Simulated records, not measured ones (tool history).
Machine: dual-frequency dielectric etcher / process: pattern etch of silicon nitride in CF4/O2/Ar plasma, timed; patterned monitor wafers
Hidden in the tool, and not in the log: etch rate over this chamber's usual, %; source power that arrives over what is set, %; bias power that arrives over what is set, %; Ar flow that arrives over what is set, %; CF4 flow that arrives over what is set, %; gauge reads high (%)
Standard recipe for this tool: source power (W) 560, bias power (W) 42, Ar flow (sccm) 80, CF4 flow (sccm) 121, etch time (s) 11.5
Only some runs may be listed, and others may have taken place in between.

run,day,source power (W),bias power (W),Ar flow (sccm),CF4 flow (sccm),etch time (s),wafers since the last listed run,hours since the last wet clean,hours since the last source power generator calibration,hours since the last bias power generator calibration,hours since the last Ar flow controller change,hours since the last CF4 flow controller change,hours since the last upper electrode change,hours since the gauge calibration,"read-back reference wafer on the same gauge, depth_nm",mean etch depth across the wafer (Å)
1,0,560,42,80,121,11.5,0,285.8,2310.9,2515.8,3252.3,1408.4,6701.7,140.1,27.36,258.5
2,0.638,560,42,80,121,11.5,348,301.1,2326.2,2531.1,3267.6,1423.7,6717,155.4,27.43,255.6
3,0.992,560,42,80,121,11.5,193,309.6,2334.7,2539.6,3276.1,1432.2,6725.5,163.9,27.39,258.1
4,1.558,650,42,80,121,11.5,310,323.2,2348.3,2553.2,3289.7,1445.8,6739.1,177.5,27.48,292.4
# day 2.542: source power generator calibrated
# day 2.896: upper electrode replaced
# day 3.312: Ar flow controller replaced
5,3.55,560,37,80,148,11.5,667,371,24.2,2601,5.7,1493.6,15.7,225.3,27.38,248.8
# day 4.196: CF4 flow controller replaced
# day 4.308: bias power generator calibrated
6,4.329,560,42,72,146,11.5,228,389.7,42.9,0.5,24.4,3.2,34.4,244,27.36,265.2
7,4.858,560,42,67,121,11.5,289,402.4,55.6,13.2,37.1,15.9,47.1,256.7,27.42,263.4
8,5.117,450,42,80,108,11.5,141,408.6,61.8,19.4,43.3,22.1,53.3,262.9,27.4,216.4
# day 6.017: gauge calibrated
# day 6.442: wet clean of the chamber
9,6.462,500,37,66,96,11.5,189,0.5,94.1,51.7,75.6,54.4,85.6,10.7,27.41,219.4
10,6.479,610,42,80,121,9,9,0.9,94.5,52.1,76,54.8,86,11.1,27.38,208
11,6.771,560,42,80,121,9,159,7.9,101.5,59.1,83,61.8,93,18.1,27.32,195.3
12,7.121,560,42,80,121,11.5,191,16.3,109.9,67.5,91.4,70.2,101.4,26.5,27.43,251.4
13,7.729,500,50,85,110,11.5,332,30.9,124.5,82.1,106,84.8,116,41.1,27.42,240.1
14,8.958,470,35,80,144,8.5,672,60.4,154,111.6,135.5,114.3,145.5,70.6,27.4,154.4
15,9.262,560,51,87,121,14.5,166,67.7,161.3,118.9,142.8,121.6,152.8,77.9,27.44,338.6
16,9.575,560,34,97,121,11.5,170,75.2,168.8,126.4,150.3,129.1,160.3,85.4,27.38,230.5
17,10.396,560,50,80,146,10.5,449,94.9,188.5,146.1,170,148.8,180,105.1,27.42,249.3
18,11,680,49,80,143,13.5,330,109.4,203,160.6,184.5,163.3,194.5,119.6,27.43,366.9
19,11.446,560,42,80,121,11.5,243,120.1,213.7,171.3,195.2,174,205.2,130.3,27.42,250.8
20,11.729,560,42,80,121,9,155,126.9,220.5,178.1,202,180.8,212,137.1,27.41,197
21,11.992,560,48,80,121,11.5,143,133.2,226.8,184.4,208.3,187.1,218.3,143.4,27.44,263.1

Below are 4 alternative next runs, each starting from the tool's condition after run 21. Predict each:
A,12.008,560,42,80,121,11.5,9,133.6,227.2,184.8,208.7,187.5,218.7,143.8,?,?
B,12.008,560,48,65,121,11.5,9,133.6,227.2,184.8,208.7,187.5,218.7,143.8,?,?
C,12.008,440,42,80,121,9.5,9,133.6,227.2,184.8,208.7,187.5,218.7,143.8,?,?
D,12.008,660,47,88,121,11.5,9,133.6,227.2,184.8,208.7,187.5,218.7,143.8,?,?

run,"read-back reference wafer on the same gauge, depth_nm",mean etch depth across the wafer (Å)
A,27.42,250.8
B,27.42,267.3
C,27.42,170.9
D,27.42,295.5
Take away the tool's hidden state, keep each run's random variation, and the runs would have read:
run,mean etch depth across the wafer (Å)
A,249.6
B,266.1
C,170.1
D,294.2
